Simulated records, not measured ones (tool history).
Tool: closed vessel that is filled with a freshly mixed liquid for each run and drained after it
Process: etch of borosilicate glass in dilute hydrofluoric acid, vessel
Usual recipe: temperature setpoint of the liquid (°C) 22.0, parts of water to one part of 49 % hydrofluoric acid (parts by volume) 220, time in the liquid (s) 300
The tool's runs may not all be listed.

| run | day | temperature setpoint of the liquid (°C) | parts of water to one part of 49 % hydrofluoric acid (parts by volume) | time in the liquid (s) | wafers since the last listed run | hours since the thermometer was replaced | hours since the hydrofluoric acid flow meter was replaced | hours since the gauge calibration | read-back film thickness of the borosilicate glass reference wafer, read on the same gauge (nm) | thickness taken off the borosilicate glass on a monitor wafer (Å) |
|---|---|---|---|---|---|---|---|---|---|---|
| 1 | 0.000 | 22.0 | 220 | 300 | 0 | 652.7 | 794.3 | 356.0 | 99.13 | 248.6 |
| 2 | 4.417 | 22.0 | 220 | 300 | 5616 | 758.7 | 900.3 | 462.0 | 98.66 | 248.7 |
|  | 5.150 | thermometer replaced |
| 3 | 6.133 | 22.0 | 220 | 300 | 2129 | 23.6 | 941.5 | 503.2 | 98.45 | 248.8 |
| 4 | 10.279 | 22.0 | 220 | 300 | 5271 | 123.1 | 1041.0 | 602.7 | 97.89 | 249.1 |
| 5 | 12.029 | 22.0 | 220 | 300 | 2225 | 165.1 | 1083.0 | 644.7 | 97.58 | 245.6 |
|  | 12.192 | gauge calibrated |
| 6 | 13.783 | 22.0 | 220 | 180 | 2230 | 207.2 | 1125.1 | 38.2 | 99.75 | 150.9 |
| 7 | 17.983 | 22.0 | 220 | 180 | 5340 | 308.0 | 1225.9 | 139.0 | 99.64 | 150.4 |
| 8 | 20.996 | 19.0 | 220 | 300 | 3830 | 380.3 | 1298.2 | 211.3 | 99.47 | 224.3 |
| 9 | 24.004 | 22.0 | 185 | 260 | 3825 | 452.5 | 1370.4 | 283.5 | 99.29 | 268.3 |
| 10 | 26.342 | 22.0 | 260 | 300 | 2972 | 508.6 | 1426.5 | 339.6 | 99.11 | 203.4 |
|  | 27.917 | hydrofluoric acid flow meter replaced |
| 11 | 28.754 | 18.0 | 220 | 380 | 3014 | 566.5 | 20.1 | 397.5 | 98.90 | 270.8 |
| 12 | 30.642 | 22.0 | 260 | 300 | 2400 | 611.8 | 65.4 | 442.8 | 98.74 | 203.4 |
| 13 | 32.375 | 24.5 | 220 | 250 | 2204 | 653.4 | 107.0 | 484.4 | 98.48 | 227.3 |
| 14 | 36.296 | 22.0 | 220 | 145 | 4985 | 747.5 | 201.1 | 578.5 | 97.96 | 119.7 |
| 15 | 40.496 | 22.0 | 260 | 300 | 5340 | 848.3 | 301.9 | 679.3 | 97.28 | 200.4 |
| 16 | 42.592 | 18.5 | 220 | 300 | 2665 | 898.6 | 352.2 | 729.6 | 96.93 | 214.8 |
|  | 44.175 | thermometer replaced |
|  | 45.162 | gauge calibrated |
| 17 | 45.962 | 17.5 | 295 | 300 | 4233 | 42.9 | 433.1 | 19.2 | 99.96 | 148.3 |
| 18 | 52.679 | 22.0 | 220 | 210 | 8540 | 204.1 | 594.3 | 180.4 | 99.79 | 177.2 |
| 19 | 54.333 | 22.0 | 295 | 355 | 2103 | 243.8 | 634.0 | 220.1 | 99.73 | 207.0 |
| 20 | 56.575 | 22.0 | 220 | 300 | 2850 | 297.6 | 687.8 | 273.9 | 99.54 | 254.9 |

Forecast each of these 3 alternatives for the next run:
| A | 56.604 | 22.0 | 220 | 300 | 37 | 298.3 | 688.5 | 274.6 | ? | ? |
| B | 56.604 | 22.0 | 300 | 300 | 37 | 298.3 | 688.5 | 274.6 | ? | ? |
| C | 56.604 | 27.0 | 220 | 230 | 37 | 298.3 | 688.5 | 274.6 | ? | ? |

| run | read-back film thickness of the borosilicate glass reference wafer, read on the same gauge (nm) | thickness taken off the borosilicate glass on a monitor wafer (Å) |
|---|---|---|
| A | 99.55 | 255.1 |
| B | 99.55 | 173.1 |
| C | 99.55 | 234.4 |
Had the tool no hidden state, the same runs would have come out as:
| run | thickness taken off the borosilicate glass on a monitor wafer (Å) |
|---|---|
| A | 256.2 |
| B | 173.9 |
| C | 235.5 |

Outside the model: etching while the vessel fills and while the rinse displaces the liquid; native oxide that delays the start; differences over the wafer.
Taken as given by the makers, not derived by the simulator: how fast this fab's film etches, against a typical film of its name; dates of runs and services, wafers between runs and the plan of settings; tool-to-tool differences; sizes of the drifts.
